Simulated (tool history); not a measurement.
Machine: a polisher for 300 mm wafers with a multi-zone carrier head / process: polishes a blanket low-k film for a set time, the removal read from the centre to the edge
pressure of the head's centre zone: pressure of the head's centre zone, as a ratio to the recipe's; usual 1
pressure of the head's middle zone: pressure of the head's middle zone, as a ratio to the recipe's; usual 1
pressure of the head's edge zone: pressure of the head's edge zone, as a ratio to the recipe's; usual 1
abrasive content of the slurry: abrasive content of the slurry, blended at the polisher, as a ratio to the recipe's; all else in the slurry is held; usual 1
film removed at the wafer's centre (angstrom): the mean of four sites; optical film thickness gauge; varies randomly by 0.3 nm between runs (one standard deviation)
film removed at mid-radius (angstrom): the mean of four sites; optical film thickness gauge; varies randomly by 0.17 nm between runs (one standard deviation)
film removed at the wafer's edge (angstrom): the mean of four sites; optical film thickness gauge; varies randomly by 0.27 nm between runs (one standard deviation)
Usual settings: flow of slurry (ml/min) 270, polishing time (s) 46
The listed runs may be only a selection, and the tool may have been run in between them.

run   hour  flow of slurry (ml/min)  pressure of the head's centre zone  pressure of the head's middle zone  pressure of the head's edge zone  abrasive content of the slurry  polishing time (s)  incoming thickness of the incoming film, nm  film removed at the wafer's centre (angstrom)  film removed at mid-radius (angstrom)  film removed at the wafer's edge (angstrom)
  1      0                      270                                   1                                   1                              0.93                               1                  61                                        776.8                                            262                                    266                                          272
      18.1  -- edge zone pressure recalibrated
  2   25.4                      270                                1.09                                   1                                 1                               1                  46                                          779                                            219                                    201                                          203
      35.1  -- worn pad replaced by a new one
  3   43.3                      200                                1.07                                1.06                                 1                             1.1                  46                                        771.1                                            205                                    203                                          201
  4   73.4                      270                                   1                                   1                                 1                               1                  41                                        787.2                                            176                                    174                                          181
  5   93.5                      190                                   1                                 0.9                                 1                             1.2                  38                                        784.4                                            158                                    147                                          169
  6    111                      270                                   1                                   1                                 1                               1                  46                                        773.1                                            194                                    196                                          206
  7  136.3                      270                                   1                                1.03                                 1                               1                  46                                        777.3                                            189                                    199                                          200
  8  158.8                      270                                   1                                1.05                              1.11                               1                  46                                        783.6                                            186                                    201                                          211
  9  230.8                      270                                   1                                   1                               0.9                               1                  46                                        790.9                                            181                                    188                                          187
     247.1  -- centre zone pressure recalibrated
       248  -- slurry nozzle cleaned
     284.2  -- worn pad replaced by a new one
 10  327.6                      270                                   1                                1.04                                 1                               1                  42                                        779.5                                            192                                    200                                          195
 11  360.5                      310                                   1                                   1                                 1                               1                  39                                          768                                            183                                    183                                          181
 12  386.5                      270                                   1                                1.05                                 1                            0.85                  46                                        775.3                                            202                                    207                                          202
 13  399.4                      360                                   1                                   1                              1.05                               1                  46                                        774.1                                            213                                    220                                          219
 14  434.2                      365                                   1                                0.92                                 1                               1                  46                                        776.2                                            214                                    205                                          222
 15  454.3                      270                                   1                                   1                                 1                               1                  31                                        794.6                                            145                                    143                                          146
 16  488.2                      270                                   1                                   1                                 1                               1                  46                                        781.2                                            207                                    212                                          215
 17  504.5                      270                                   1                                0.97                                 1                               1                  42                                        777.5                                            189                                    188                                          193
 18  520.7                      270                                   1                                1.11                              0.88                               1                  46                                        784.5                                            212                                    228                                          205
     531.6  -- worn pad replaced by a new one
 19    544                      270                                   1                                1.04                                 1                               1                  42                                        776.7                                            186                                    200                                          191
 20  558.3                      270                                   1                                   1                                 1                               1                  46                                        773.8                                            206                                    211                                          207
 21  579.2                      270                                   1                                   1                                 1                             0.9                  52                                        783.4                                            221                                    224                                          222

Difference, measured minus no-hidden-state, one row per run. Run-to-run variation is common to both terms; the gauge's own scatter need not be:
Hidden conditions of the tool in this case: removal rate lost through wear of the pad, %; slurry flow missing at the pad, %; deviation of the centre zone's pressure from its setpoint, %; deviation of the edge zone's pressure from its setpoint, %.
run  film removed at the wafer's centre (angstrom)  film removed at mid-radius (angstrom)  film removed at the wafer's edge (angstrom)
  1                                            -15                                    -14                                          -10
  2                                            -15                                    -12                                           -9
  3                                            -20                                    -18                                          -13
  4                                            -13                                    -13                                           -9
  5                                            -21                                    -17                                          -14
  6                                            -18                                    -16                                          -12
  7                                            -20                                    -18                                          -13
  8                                            -21                                    -20                                          -15
  9                                            -28                                    -27                                          -19
 10                                             -1                                     -1                                           -1
 11                                             -1                                     -1                                           -1
 12                                             -2                                     -2                                           -1
 13                                             -2                                     -1                                           -1
 14                                             -2                                     -2                                           -2
 15                                             -2                                     -2                                           -2
 16                                             -2                                     -2                                           -2
 17                                             -3                                     -2                                           -2
 18                                             -3                                     -3                                           -2
 19                                             -3                                     -3                                           -2
 20                                             -4                                     -4                                           -3
 21                                             -4                                     -4                                           -2
